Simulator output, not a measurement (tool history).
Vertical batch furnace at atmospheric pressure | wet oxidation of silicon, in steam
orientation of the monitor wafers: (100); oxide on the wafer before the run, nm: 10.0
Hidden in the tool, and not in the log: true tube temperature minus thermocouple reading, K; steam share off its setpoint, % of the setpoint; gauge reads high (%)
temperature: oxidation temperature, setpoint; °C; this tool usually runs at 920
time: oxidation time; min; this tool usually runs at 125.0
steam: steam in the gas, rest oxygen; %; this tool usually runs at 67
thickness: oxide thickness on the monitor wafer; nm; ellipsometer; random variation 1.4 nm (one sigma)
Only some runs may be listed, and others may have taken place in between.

run	hour	temperature	time	steam	wafers since the last listed run	hours since the last temperature calibration	hours since the steam generator was serviced	hours since the gauge calibration	read-back reference wafer on the same gauge, thickness	thickness
1	0.0	920	125.0	64	0	1934.8	2129.8	2360.1	301.09	252.76
2	37.2	920	125.0	64	231	1972.0	2167.0	2397.3	300.19	250.47
3	68.5	920	125.0	64	194	2003.3	2198.3	2428.6	300.28	252.47
4	126.8	906	125.0	67	362	2061.6	2256.6	2486.9	299.15	222.27
5	172.4	906	125.0	67	283	2107.2	2302.2	2532.5	299.08	224.57
6	232.2	905	125.0	67	372	2167.0	2362.0	2592.3	298.90	219.75
7	290.1	905	125.0	67	360	2224.9	2419.9	2650.2	297.94	221.66
8	353.0	920	125.0	73	391	2287.8	2482.8	2713.1	296.83	277.87
9	420.3	910	102.5	67	418	2355.1	2550.1	2780.4	296.63	198.06
10	458.5	910	102.5	67	237	2393.3	2588.3	2818.6	296.33	196.57
11	523.9	920	125.0	63	407	2458.7	2653.7	2884.0	294.98	243.08
12	561.5	920	125.0	63	234	2496.3	2691.3	2921.6	294.52	245.23
13	606.5	920	125.0	67	280	2541.3	2736.3	2966.6	294.48	256.75
14	634.6	920	125.0	67	174	2569.4	2764.4	2994.7	294.23	257.37
15	689.5	920	125.0	76	341	2624.3	2819.3	3049.6	293.77	282.71
16	719.8	920	125.0	67	188	2654.6	2849.6	3079.9	293.27	254.20
17	770.9	920	125.0	67	318	2705.7	2900.7	3131.0	292.80	252.72
18	818.7	942	74.5	75	297	2753.5	2948.5	3178.8	291.74	228.01
19	846.8	904	73.0	58	174	2781.6	2976.6	3206.9	291.20	120.13
20	873.2	920	125.0	72	164	2808.0	3003.0	3233.3	291.37	268.28
# hour 930.8: gauge calibrated
21	931.9	920	75.5	67	365	2866.7	3061.7	1.1	313.23	181.05
# hour 966.0: thermocouples replaced and temperature profile calibrated
22	993.8	914	125.0	59	235	27.8	3123.6	63.0	313.17	231.21
23	1025.9	904	125.0	67	199	59.9	3155.7	95.1	312.97	230.11
24	1092.2	913	92.5	72	412	126.2	3222.0	161.4	313.14	209.62
25	1133.4	920	125.0	67	256	167.4	3263.2	202.6	312.56	274.61
26	1179.0	941	125.0	61	283	213.0	3308.8	248.2	312.89	311.66
27	1235.3	920	125.0	64	350	269.3	3365.1	304.5	312.34	263.78
# hour 1270.6: steam generator serviced
28	1277.2	920	125.0	67	111	311.2	6.6	346.4	312.76	272.63
29	1338.3	935	84.0	71	380	372.3	67.7	407.5	312.57	241.41
30	1403.9	910	73.5	55	408	437.9	133.3	473.1	312.90	135.53
31	1454.8	920	125.0	67	316	488.8	184.2	524.0	312.47	272.04
32	1494.3	920	125.0	67	245	528.3	223.7	563.5	312.81	272.39
33	1524.4	920	125.0	67	187	558.4	253.8	593.6	312.01	272.57
34	1664.9	909	92.0	72	874	698.9	394.3	734.1	311.79	200.06
35	1727.4	920	125.0	67	388	761.4	456.8	796.6	311.69	273.12
36	1799.1	920	143.0	67	446	833.1	528.5	868.3	311.00	302.06
37	1856.4	942	125.0	67	356	890.4	585.8	925.6	311.55	335.36
38	1903.0	932	125.0	67	290	937.0	632.4	972.2	311.34	304.70
39	1948.5	906	125.0	72	283	982.5	677.9	1017.7	310.23	244.10

Forecast each of these 3 alternatives for the next run:
A	1954.8	920	70.5	67	39	988.8	684.2	1024.0	?	?
B	1954.8	920	75.5	74	39	988.8	684.2	1024.0	?	?
C	1954.8	920	87.5	64	39	988.8	684.2	1024.0	?	?

run	read-back reference wafer on the same gauge, thickness	thickness
A	310.62	170.96
B	310.62	196.20
C	310.62	196.58
Without the tool's hidden state the same runs would have given:
run	thickness
A	171.54
B	196.87
C	197.25

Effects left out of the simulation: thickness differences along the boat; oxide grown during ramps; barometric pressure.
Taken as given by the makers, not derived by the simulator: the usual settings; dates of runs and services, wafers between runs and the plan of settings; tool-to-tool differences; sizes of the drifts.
